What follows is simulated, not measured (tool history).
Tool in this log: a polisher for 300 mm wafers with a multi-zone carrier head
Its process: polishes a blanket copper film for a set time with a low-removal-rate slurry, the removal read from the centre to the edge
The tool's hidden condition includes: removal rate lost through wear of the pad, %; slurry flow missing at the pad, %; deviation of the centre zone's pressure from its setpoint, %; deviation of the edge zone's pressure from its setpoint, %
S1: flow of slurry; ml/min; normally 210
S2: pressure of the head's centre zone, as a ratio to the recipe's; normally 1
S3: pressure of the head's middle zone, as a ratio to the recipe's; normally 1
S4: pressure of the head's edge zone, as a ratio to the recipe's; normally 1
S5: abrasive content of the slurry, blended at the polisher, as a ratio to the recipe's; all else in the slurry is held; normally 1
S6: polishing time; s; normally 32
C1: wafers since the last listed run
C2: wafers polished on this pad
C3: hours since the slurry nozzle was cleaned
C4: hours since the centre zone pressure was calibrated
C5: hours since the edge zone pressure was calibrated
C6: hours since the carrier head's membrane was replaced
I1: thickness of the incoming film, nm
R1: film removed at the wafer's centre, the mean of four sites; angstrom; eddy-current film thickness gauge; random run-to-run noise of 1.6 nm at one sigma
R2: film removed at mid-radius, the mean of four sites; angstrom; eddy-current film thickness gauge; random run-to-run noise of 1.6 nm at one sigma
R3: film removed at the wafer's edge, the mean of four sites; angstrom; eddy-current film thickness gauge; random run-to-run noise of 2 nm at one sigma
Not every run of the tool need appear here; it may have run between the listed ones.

run	day	S1	S2	S3	S4	S5	S6	C1	C2	C3	C4	C5	C6	I1	R1	R2	R3
1	0	210	1	0.92	1	1	32	0	2033	509.6	553.8	29.6	750.4	1531.2	1238	1239	1332
2	2.312	270	1	1.09	0.88	1.25	32	974	3007	565.1	609.3	85.1	805.9	1504.1	1310	1521	1328
3	5.492	210	1	1	1	1	32	1339	4347	641.4	685.6	161.4	882.2	1536.4	1194	1330	1333
4	8.1	210	0.93	1	1	1.25	32	1099	5447	704	748.2	224	944.8	1519.6	1134	1401	1374
5	11.746	140	1	1	1	1.15	32	1536	6983	791.5	835.7	311.5	1032.3	1489.8	1104	1287	1265
# day 13.383: slurry nozzle cleaned
6	13.525	155	0.89	1	1	1	32	732	7716	3.4	878.4	354.2	1075	1528.4	1029	1357	1305
# day 17.85: centre zone pressure recalibrated
7	17.871	210	1	1	1	0.85	36	1796	9512	107.7	0.5	458.5	1179.3	1516.3	1407	1485	1473
8	22.275	210	1	1	1	1	32	1856	11368	213.4	106.2	564.2	1285	1551.8	1271	1363	1341
# day 23.942: carrier head's membrane replaced by a new one
# day 24.133: worn pad replaced by a new one
9	25.904	250	1	1	1	1	38	1371	745	300.5	193.3	651.3	47.1	1515.5	1552	1614	1590
10	27.475	210	1.03	1	0.94	1.15	32	662	1407	338.2	231	689	84.8	1531.4	1381	1413	1307
# day 31.504: edge zone pressure recalibrated
11	31.792	210	0.94	1	1	1	32	1784	3191	441.8	334.6	6.9	188.4	1525.3	1180	1343	1300
12	34.008	210	1.11	1.09	1	0.9	41	934	4126	495	387.8	60.1	241.6	1501	1754	1845	1694
13	35.542	210	0.94	1.06	1	1.25	32	646	4772	531.8	424.6	96.9	278.4	1534.2	1225	1458	1361
14	37.242	155	1	1	1	1	32	716	5488	572.6	465.4	137.7	319.2	1538.4	1174	1288	1284
15	39.375	210	1.09	1	1	1	26	899	6388	623.8	516.6	188.9	370.4	1522.9	1076	1088	1085
16	41.404	210	1	1	0.89	1.25	32	855	7243	672.5	565.3	237.6	419.1	1516.5	1272	1390	1338
17	43.408	210	1	1	1	1.2	32	844	8087	720.6	613.4	285.7	467.2	1518.9	1216	1348	1368
18	45.808	155	0.95	1.11	1	0.7	32	1011	9099	778.2	671	343.3	524.8	1533.2	989	1286	1209
19	49.812	210	1	1	1	1	32	1687	10787	874.3	767.1	439.4	620.9	1497.2	1140	1301	1311
# day 52.512: slurry nozzle cleaned
# day 52.65: worn pad replaced by a new one
20	52.938	240	0.89	1	0.91	1	39	1241	121	10.2	842.1	514.4	695.9	1502.7	1311	1706	1586
21	57.429	210	1	1	1	1	32	1893	2014	118	949.9	622.2	803.7	1536	1153	1372	1351

Take each entry between the runs: how does the hidden state at the last listed run before it differ from the hidden state at the first listed run after it?
From run 5 to run 6: slurry nozzle cleaned (day 13.383)
  slurry flow missing at the pad, %: 39.9 -> 3.12; deviation of the centre zone's pressure from its setpoint, %: -8.96 -> -9.93
  measured result minus the result with no hidden state, R1: -206 -> -121 angstrom; R2: -90 -> -4 angstrom; R3: -63 -> -4 angstrom
From run 6 to run 7: centre zone pressure recalibrated (day 17.85)
  slurry flow missing at the pad, %: 3.12 -> 7.83; deviation of the centre zone's pressure from its setpoint, %: -9.93 -> 0.249
  measured result minus the result with no hidden state, R1: -121 -> -8 angstrom; R2: -4 -> -12 angstrom; R3: -4 -> -9 angstrom
From run 8 to run 9: carrier head's membrane replaced by a new one (day 23.942); worn pad replaced by a new one (day 24.133)
  slurry flow missing at the pad, %: 12.6 -> 16.5; deviation of the centre zone's pressure from its setpoint, %: 0.0992 -> -0.247
  measured result minus the result with no hidden state, R1: -18 -> -32 angstrom; R2: -18 -> -26 angstrom; R3: -13 -> -19 angstrom
From run 10 to run 11: edge zone pressure recalibrated (day 31.504)
  slurry flow missing at the pad, %: 18.2 -> 22.9; deviation of the centre zone's pressure from its setpoint, %: -0.46 -> -1.24
  measured result minus the result with no hidden state, R1: -38 -> -51 angstrom; R2: -29 -> -35 angstrom; R3: -20 -> -25 angstrom
From run 19 to run 20: slurry nozzle cleaned (day 52.512); worn pad replaced by a new one (day 52.65)
  slurry flow missing at the pad, %: 42.5 -> 8.35; deviation of the centre zone's pressure from its setpoint, %: -7.57 -> -9.17
  measured result minus the result with no hidden state, R1: -176 -> -147 angstrom; R2: -77 -> -12 angstrom; R3: -57 -> -9 angstrom
